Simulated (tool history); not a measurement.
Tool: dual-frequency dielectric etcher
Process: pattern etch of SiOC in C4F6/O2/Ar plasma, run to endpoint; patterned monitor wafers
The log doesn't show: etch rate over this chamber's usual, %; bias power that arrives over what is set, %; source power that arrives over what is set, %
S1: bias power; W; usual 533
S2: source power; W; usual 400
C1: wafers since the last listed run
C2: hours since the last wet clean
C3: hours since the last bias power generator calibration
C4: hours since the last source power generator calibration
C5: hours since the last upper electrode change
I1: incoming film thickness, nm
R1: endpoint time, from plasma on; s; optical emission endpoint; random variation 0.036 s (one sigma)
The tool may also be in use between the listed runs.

run	hour	S1	S2	C1	C2	C3	C4	C5	I1	R1
1	0	533	400	0	327.5	938.8	4436.1	3918.3	42.64	11.9
2	55.1	533	400	979	382.6	993.9	4491.2	3973.4	42.64	11.9
3	80.1	533	430	444	407.6	1018.9	4516.2	3998.4	42.44	11.6
4	122	533	400	744	449.5	1060.8	4558.1	4040.3	42.44	12
5	179.2	533	400	1016	506.7	1118	4615.3	4097.5	42.44	12
6	216.5	438	400	663	544	1155.3	4652.6	4134.8	42.48	12.7
7	244.7	438	400	501	572.2	1183.5	4680.8	4163	42.64	12.7
# hour 301.4: wet clean of the chamber
8	313.8	533	400	801	12.4	1252.6	4749.9	4232.1	42.91	11.9
9	365.6	533	400	920	64.2	1304.4	4801.7	4283.9	43.29	12
10	403.4	533	400	671	102	1342.2	4839.5	4321.7	43.29	12
# hour 426.5: bias power generator calibrated
11	447.7	533	400	716	146.3	21.2	4883.8	4366	42.61	12
12	493	533	400	805	191.6	66.5	4929.1	4411.3	42.86	12.1
13	528.9	533	400	638	227.5	102.4	4965	4447.2	42.96	12.2
14	566.9	533	400	675	265.5	140.4	5003	4485.2	42.55	12
# hour 610.5: source power generator calibrated
15	622.6	533	400	919	321.2	196.1	12.1	4540.9	43.01	12.1
# hour 692.1: upper electrode replaced
16	692.6	533	400	817	391.2	266.1	82.1	0.5	42.81	12.1
17	714.8	616	450	394	413.4	288.3	104.3	22.7	42.65	11.1
18	778.1	533	400	1125	476.7	351.6	167.6	86	43.03	12.3
19	804.1	486	450	462	502.7	377.6	193.6	112	42.32	11.7
20	852.9	648	300	867	551.5	426.4	242.4	160.8	42.82	13.4
21	901.3	571	370	860	599.9	474.8	290.8	209.2	42.8	12.5
22	936.3	533	310	622	634.9	509.8	325.8	244.2	42.82	13.9
23	973.3	629	400	657	671.9	546.8	362.8	281.2	43.04	11.8
# hour 1000.2: wet clean of the chamber
24	1016.9	533	400	348	16.7	590.4	406.4	324.8	42.94	11.8
25	1079.9	533	310	1119	79.7	653.4	469.4	387.8	42.98	13.4
26	1133	437	330	943	132.8	706.5	522.5	440.9	42.75	13.6
27	1191.8	575	300	1045	191.6	765.3	581.3	499.7	43.12	13.5
28	1216.6	533	400	440	216.4	790.1	606.1	524.5	42.75	11.8
29	1261.9	589	400	805	261.7	835.4	651.4	569.8	42.61	11.5
30	1330.4	418	400	1217	330.2	903.9	719.9	638.3	42.41	12.6

The same runs without the tool's hidden state, with the same run-to-run variation:
run	R1
1	11.8
2	11.8
3	11.4
4	11.8
5	11.8
6	12.4
7	12.4
8	12
9	12.1
10	12
11	11.8
12	11.9
13	12
14	11.8
15	11.9
16	11.9
17	10.8
18	12
19	11.4
20	13
21	12.1
22	13.4
23	11.4
24	11.9
25	13.5
26	13.7
27	13.5
28	11.8
29	11.5
30	12.5

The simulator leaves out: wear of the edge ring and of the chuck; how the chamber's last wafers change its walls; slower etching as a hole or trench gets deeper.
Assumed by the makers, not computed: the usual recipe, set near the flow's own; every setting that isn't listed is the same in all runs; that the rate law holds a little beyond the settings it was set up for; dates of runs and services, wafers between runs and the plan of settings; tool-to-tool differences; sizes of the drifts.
